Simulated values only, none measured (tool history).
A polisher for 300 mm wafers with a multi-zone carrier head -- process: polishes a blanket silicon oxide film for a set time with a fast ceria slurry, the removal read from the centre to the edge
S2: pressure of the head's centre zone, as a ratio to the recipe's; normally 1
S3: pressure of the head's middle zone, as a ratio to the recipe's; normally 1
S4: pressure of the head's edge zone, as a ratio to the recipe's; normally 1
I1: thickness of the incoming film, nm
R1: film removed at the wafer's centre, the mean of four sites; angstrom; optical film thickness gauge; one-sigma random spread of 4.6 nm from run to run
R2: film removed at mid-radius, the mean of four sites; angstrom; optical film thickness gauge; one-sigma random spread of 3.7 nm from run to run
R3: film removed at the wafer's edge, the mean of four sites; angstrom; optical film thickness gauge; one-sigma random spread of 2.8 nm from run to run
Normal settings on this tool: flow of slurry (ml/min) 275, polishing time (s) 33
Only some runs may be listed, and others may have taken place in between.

run 1 day=0 | flow_of_slurry_(ml/min)=275 S2=1.09 S3=1 S4=0.88 polishing_time_(s)=33 | I1=1926.5 | R1=4101 R2=3767 R3=3423
run 2 day=2.608 | flow_of_slurry_(ml/min)=275 S2=1 S3=1 S4=1 polishing_time_(s)=43 | I1=1919.3 | R1=4771 R2=4786 R3=4693
run 3 day=5.721 | flow_of_slurry_(ml/min)=275 S2=1 S3=1 S4=1 polishing_time_(s)=33 | I1=1894 | R1=3741 R2=3700 R3=3596
run 4 day=7.525 | flow_of_slurry_(ml/min)=275 S2=1 S3=1 S4=1 polishing_time_(s)=33 | I1=1940.7 | R1=3700 R2=3709 R3=3599
-- day=8.908 edge zone pressure recalibrated
run 5 day=11.2 | flow_of_slurry_(ml/min)=275 S2=1 S3=1 S4=1 polishing_time_(s)=33 | I1=1898.1 | R1=3815 R2=3725 R3=3589
run 6 day=15.325 | flow_of_slurry_(ml/min)=275 S2=1 S3=1 S4=1 polishing_time_(s)=33 | I1=1906 | R1=3751 R2=3705 R3=3641
-- day=15.808 worn pad replaced by a new one
run 7 day=17.938 | flow_of_slurry_(ml/min)=275 S2=1 S3=1 S4=1 polishing_time_(s)=33 | I1=1887.7 | R1=3913 R2=3697 R3=3593
run 8 day=20.533 | flow_of_slurry_(ml/min)=275 S2=0.91 S3=1 S4=1.09 polishing_time_(s)=39 | I1=1885.3 | R1=4150 R2=4391 R3=4464
-- day=22.304 slurry nozzle cleaned
run 9 day=26.704 | flow_of_slurry_(ml/min)=180 S2=0.92 S3=1 S4=1 polishing_time_(s)=33 | I1=1898.5 | R1=3434 R2=3632 R3=3510
run 10 day=28.379 | flow_of_slurry_(ml/min)=235 S2=0.95 S3=1 S4=1 polishing_time_(s)=44 | I1=1926.5 | R1=4948 R2=4895 R3=4718
run 11 day=32.15 | flow_of_slurry_(ml/min)=275 S2=1 S3=1 S4=1 polishing_time_(s)=33 | I1=1884.4 | R1=4014 R2=3771 R3=3577
run 12 day=34.95 | flow_of_slurry_(ml/min)=275 S2=1 S3=1 S4=1 polishing_time_(s)=33 | I1=1943 | R1=3988 R2=3726 R3=3648
run 13 day=38.554 | flow_of_slurry_(ml/min)=275 S2=1 S3=1 S4=1.04 polishing_time_(s)=33 | I1=1894 | R1=4003 R2=3756 R3=3676
-- day=39.292 carrier head's membrane replaced by a new one
run 14 day=42.462 | flow_of_slurry_(ml/min)=220 S2=1.08 S3=0.89 S4=1 polishing_time_(s)=33 | I1=1948.1 | R1=4249 R2=3316 R3=3575
-- day=45.804 worn pad replaced by a new one
run 15 day=52.767 | flow_of_slurry_(ml/min)=275 S2=1 S3=1 S4=1 polishing_time_(s)=25 | I1=1948.6 | R1=3051 R2=2781 R3=2721
-- day=53.475 centre zone pressure recalibrated
run 16 day=57.225 | flow_of_slurry_(ml/min)=275 S2=1 S3=1 S4=0.89 polishing_time_(s)=41 | I1=1947.8 | R1=4566 R2=4634 R3=4231
-- day=58.483 slurry nozzle cleaned
run 17 day=59.525 | flow_of_slurry_(ml/min)=275 S2=1 S3=1.1 S4=1 polishing_time_(s)=33 | I1=1875.3 | R1=3681 R2=4049 R3=3581
-- day=62.179 edge zone pressure recalibrated
run 18 day=62.271 | flow_of_slurry_(ml/min)=275 S2=1 S3=1 S4=1 polishing_time_(s)=33 | I1=1874.8 | R1=3690 R2=3667 R3=3646
run 19 day=65.817 | flow_of_slurry_(ml/min)=275 S2=1 S3=1 S4=1 polishing_time_(s)=33 | I1=1928.9 | R1=3728 R2=3670 R3=3597
run 20 day=68.779 | flow_of_slurry_(ml/min)=275 S2=0.94 S3=1 S4=1 polishing_time_(s)=33 | I1=1896 | R1=3605 R2=3713 R3=3638
run 21 day=72.154 | flow_of_slurry_(ml/min)=310 S2=1 S3=1.05 S4=1 polishing_time_(s)=40 | I1=1903.8 | R1=4569 R2=4781 R3=4390

What would each run have given without the hidden state, its run-to-run variation left as it was?
What the log doesn't record here: removal rate lost through wear of the pad, %; slurry flow missing at the pad, %; deviation of the centre zone's pressure from its setpoint, %; deviation of the edge zone's pressure from its setpoint, %.
run=1 R1=4030
run=2 R1=4662
run=3 R1=3632
run=4 R1=3579
run=5 R1=3661
run=6 R1=3569
run=7 R1=3704
run=8 R1=3905
run=9 R1=3190
run=10 R1=4583
run=11 R1=3691
run=12 R1=3647
run=13 R1=3634
run=14 R1=3831
run=15 R1=2694
run=16 R1=4507
run=17 R1=3615
run=18 R1=3604
run=19 R1=3613
run=20 R1=3472
run=21 R1=4371
R2: differs from the measured result by no more than 2 angstrom in any run.
R3: unchanged from measured in all runs.

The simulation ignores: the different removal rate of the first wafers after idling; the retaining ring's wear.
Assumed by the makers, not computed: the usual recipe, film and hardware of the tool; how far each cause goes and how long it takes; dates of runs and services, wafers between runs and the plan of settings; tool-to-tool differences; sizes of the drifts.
